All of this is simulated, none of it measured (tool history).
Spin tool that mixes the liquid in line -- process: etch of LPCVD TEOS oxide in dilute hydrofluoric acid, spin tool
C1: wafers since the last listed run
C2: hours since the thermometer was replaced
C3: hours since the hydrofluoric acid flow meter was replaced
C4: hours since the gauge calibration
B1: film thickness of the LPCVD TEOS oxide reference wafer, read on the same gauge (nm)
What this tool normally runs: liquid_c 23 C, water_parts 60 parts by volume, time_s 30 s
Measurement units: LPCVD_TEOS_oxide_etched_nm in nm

run 1 hour=0 | liquid_c=27 water_parts=60 time_s=30 | C1=0 C2=1139.3 C3=1358 C4=20.2 | B1=60.02 | LPCVD_TEOS_oxide_etched_nm=14.43
run 2 hour=8.6 | liquid_c=27 water_parts=60 time_s=30 | C1=154 C2=1147.9 C3=1366.6 C4=28.8 | B1=59.99 | LPCVD_TEOS_oxide_etched_nm=14.31
run 3 hour=16 | liquid_c=23 water_parts=60 time_s=30 | C1=132 C2=1155.3 C3=1374 C4=36.2 | B1=60 | LPCVD_TEOS_oxide_etched_nm=12.07
run 4 hour=31.5 | liquid_c=23 water_parts=60 time_s=30 | C1=277 C2=1170.8 C3=1389.5 C4=51.7 | B1=59.99 | LPCVD_TEOS_oxide_etched_nm=12.12
run 5 hour=38.7 | liquid_c=25.5 water_parts=60 time_s=30 | C1=128 C2=1178 C3=1396.7 C4=58.9 | B1=60.01 | LPCVD_TEOS_oxide_etched_nm=13.39
run 6 hour=51.7 | liquid_c=23 water_parts=40 time_s=30 | C1=232 C2=1191 C3=1409.7 C4=71.9 | B1=60.03 | LPCVD_TEOS_oxide_etched_nm=18.51
run 7 hour=65.8 | liquid_c=23 water_parts=40 time_s=30 | C1=252 C2=1205.1 C3=1423.8 C4=86 | B1=59.99 | LPCVD_TEOS_oxide_etched_nm=18.47
run 8 hour=72.6 | liquid_c=23 water_parts=60 time_s=30 | C1=121 C2=1211.9 C3=1430.6 C4=92.8 | B1=60.01 | LPCVD_TEOS_oxide_etched_nm=12.15
run 9 hour=85.9 | liquid_c=23 water_parts=55 time_s=30 | C1=238 C2=1225.2 C3=1443.9 C4=106.1 | B1=60 | LPCVD_TEOS_oxide_etched_nm=13.11
run 10 hour=93.8 | liquid_c=23 water_parts=55 time_s=30 | C1=141 C2=1233.1 C3=1451.8 C4=114 | B1=60.06 | LPCVD_TEOS_oxide_etched_nm=13.14
run 11 hour=109.8 | liquid_c=22 water_parts=60 time_s=30 | C1=286 C2=1249.1 C3=1467.8 C4=130 | B1=59.98 | LPCVD_TEOS_oxide_etched_nm=11.45
run 12 hour=123.3 | liquid_c=23 water_parts=60 time_s=30 | C1=241 C2=1262.6 C3=1481.3 C4=143.5 | B1=60.01 | LPCVD_TEOS_oxide_etched_nm=11.98
run 13 hour=154.5 | liquid_c=23 water_parts=60 time_s=30 | C1=558 C2=1293.8 C3=1512.5 C4=174.7 | B1=60 | LPCVD_TEOS_oxide_etched_nm=11.93
run 14 hour=167.5 | liquid_c=23 water_parts=60 time_s=25 | C1=232 C2=1306.8 C3=1525.5 C4=187.7 | B1=59.99 | LPCVD_TEOS_oxide_etched_nm=10
run 15 hour=182.3 | liquid_c=23 water_parts=60 time_s=25 | C1=265 C2=1321.6 C3=1540.3 C4=202.5 | B1=59.97 | LPCVD_TEOS_oxide_etched_nm=9.87
-- hour=183.2 gauge calibrated
run 16 hour=196.2 | liquid_c=23 water_parts=40 time_s=15 | C1=248 C2=1335.5 C3=1554.2 C4=13 | B1=60.03 | LPCVD_TEOS_oxide_etched_nm=9.08
run 17 hour=202.6 | liquid_c=23 water_parts=60 time_s=30 | C1=114 C2=1341.9 C3=1560.6 C4=19.4 | B1=60 | LPCVD_TEOS_oxide_etched_nm=11.79
run 18 hour=219.6 | liquid_c=25 water_parts=60 time_s=30 | C1=304 C2=1358.9 C3=1577.6 C4=36.4 | B1=59.98 | LPCVD_TEOS_oxide_etched_nm=12.9
run 19 hour=242.6 | liquid_c=20 water_parts=90 time_s=30 | C1=411 C2=1381.9 C3=1600.6 C4=59.4 | B1=60.02 | LPCVD_TEOS_oxide_etched_nm=6.74
-- hour=248.3 thermometer replaced
run 20 hour=250.4 | liquid_c=23 water_parts=60 time_s=25 | C1=121 C2=2.1 C3=1608.4 C4=67.2 | B1=60.05 | LPCVD_TEOS_oxide_etched_nm=10.93
run 21 hour=256.8 | liquid_c=23 water_parts=70 time_s=30 | C1=114 C2=8.5 C3=1614.8 C4=73.6 | B1=60.03 | LPCVD_TEOS_oxide_etched_nm=11.04
-- hour=268.5 hydrofluoric acid flow meter replaced
run 22 hour=270.6 | liquid_c=23 water_parts=60 time_s=45 | C1=229 C2=22.3 C3=2.1 C4=87.4 | B1=60.04 | LPCVD_TEOS_oxide_etched_nm=21.64
run 23 hour=283.5 | liquid_c=23 water_parts=60 time_s=30 | C1=231 C2=35.2 C3=15 C4=100.3 | B1=60.02 | LPCVD_TEOS_oxide_etched_nm=14.38

Run 24 comes next. What will it give?
run 24 hour=295.8 | liquid_c=20 water_parts=60 time_s=40 | C1=220 C2=47.5 C3=27.3 C4=112.6 | B1=? | LPCVD_TEOS_oxide_etched_nm=?

{"run 24": {"B1": 60.06, "LPCVD_TEOS_oxide_etched_nm": 16.94}}
Were there no unlogged condition in the tool, this run, its random variation unchanged, would have produced LPCVD_TEOS_oxide_etched_nm 17.11 nm.

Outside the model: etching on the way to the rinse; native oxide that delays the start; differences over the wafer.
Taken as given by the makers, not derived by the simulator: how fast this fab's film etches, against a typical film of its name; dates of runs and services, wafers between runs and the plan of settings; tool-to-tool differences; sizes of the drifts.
